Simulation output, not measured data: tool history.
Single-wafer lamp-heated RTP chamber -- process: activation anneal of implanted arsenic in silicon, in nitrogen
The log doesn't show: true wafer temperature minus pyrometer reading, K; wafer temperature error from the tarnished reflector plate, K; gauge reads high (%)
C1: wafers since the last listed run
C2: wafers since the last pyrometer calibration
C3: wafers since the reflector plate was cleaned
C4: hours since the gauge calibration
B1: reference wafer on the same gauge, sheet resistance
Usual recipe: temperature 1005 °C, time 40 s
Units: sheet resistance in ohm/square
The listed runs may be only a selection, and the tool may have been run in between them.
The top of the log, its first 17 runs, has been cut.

At hour 1219.7: pyrometer window cleaned and pyrometer calibrated.
Run 18, hour 1267.0: usual settings but temperature 1027 °C; C1 1134; C2 874; C3 5693; C4 2673.5; B1 93.94. Result: sheet resistance 95.96 ohm/square.
Run 19, hour 1336.4: usual settings but temperature 1028 °C; C1 1283; C2 2158; C3 6977; C4 2742.9; B1 94.02. Result: sheet resistance 93.41 ohm/square.
At hour 1422.5: gauge calibrated.
Run 20, hour 1441.7: usual settings but temperature 1020 °C, time 52 s; C1 1948; C2 4106; C3 8925; C4 19.2; B1 94.08. Result: sheet resistance 92.53 ohm/square.
At hour 1453.8: reflector plate cleaned.
Run 21, hour 1500.7: usual settings but temperature 1014 °C, time 53 s; C1 943; C2 5050; C3 867; C4 78.2; B1 94.21. Result: sheet resistance 96.17 ohm/square.
Run 22, hour 1576.2: usual settings; C1 1396; C2 6447; C3 2264; C4 153.7; B1 93.93. Result: sheet resistance 108.67 ohm/square.
At hour 1642.2: pyrometer window cleaned and pyrometer calibrated.
Run 23, hour 1654.1: usual settings; C1 1293; C2 219; C3 3557; C4 231.6; B1 94.07. Result: sheet resistance 112.42 ohm/square.
Run 24, hour 1728.4: usual settings but temperature 991 °C, time 32 s; C1 1374; C2 1594; C3 4932; C4 305.9; B1 94.05. Result: sheet resistance 131.19 ohm/square.
Run 25, hour 1818.8: usual settings; C1 1672; C2 3266; C3 6604; C4 396.3; B1 93.81. Result: sheet resistance 109.45 ohm/square.
Run 26, hour 1906.3: usual settings; C1 1618; C2 4885; C3 8223; C4 483.8; B1 93.98. Result: sheet resistance 109.50 ohm/square.
Run 27, hour 1954.8: usual settings but temperature 1024 °C, time 24 s; C1 897; C2 5782; C3 9120; C4 532.3; B1 94.03. Result: sheet resistance 108.87 ohm/square.
At hour 1978.5: reflector plate cleaned.
Run 28, hour 2045.2: usual settings but temperature 1030 °C, time 23 s; C1 1524; C2 7307; C3 1234; C4 622.7; B1 93.92. Result: sheet resistance 105.33 ohm/square.
At hour 2103.5: pyrometer window cleaned and pyrometer calibrated.
Run 29, hour 2129.5: usual settings but temperature 995 °C; C1 1411; C2 481; C3 2646; C4 707.0; B1 93.95. Result: sheet resistance 122.53 ohm/square.
Run 30, hour 2426.3: usual settings but temperature 1020 °C, time 32 s; C1 5491; C2 5972; C3 8137; C4 1003.8; B1 94.21. Result: sheet resistance 104.16 ohm/square.
At hour 2455.7: reflector plate cleaned.
Run 31, hour 2478.3: usual settings but temperature 1024 °C, time 21 s; C1 814; C2 6786; C3 418; C4 1055.8; B1 94.08. Result: sheet resistance 110.96 ohm/square.

Each row is a separate what-if for the run after 31, all from the same tool condition, not one after another. Results?
Run A, hour 2478.7: usual settings; C1 7; C2 6793; C3 425; C4 1056.2; B1 ?. Result: sheet resistance ?.
Run B, hour 2478.7: usual settings but temperature 1028 °C, time 30 s; C1 7; C2 6793; C3 425; C4 1056.2; B1 ?. Result: sheet resistance ?.
Run C, hour 2478.7: usual settings but temperature 993 °C, time 61 s; C1 7; C2 6793; C3 425; C4 1056.2; B1 ?. Result: sheet resistance ?.
Run D, hour 2478.7: usual settings but temperature 994 °C, time 30 s; C1 7; C2 6793; C3 425; C4 1056.2; B1 ?. Result: sheet resistance ?.

run     B1  sheet resistance
  A  94.14            107.79
  B  94.14             99.37
  C  94.14            105.89
  D  94.14            127.19
What these runs would have given with no unlogged condition in the tool:
run  sheet resistance
  A            113.70
  B            103.61
  C            111.68
  D            134.44
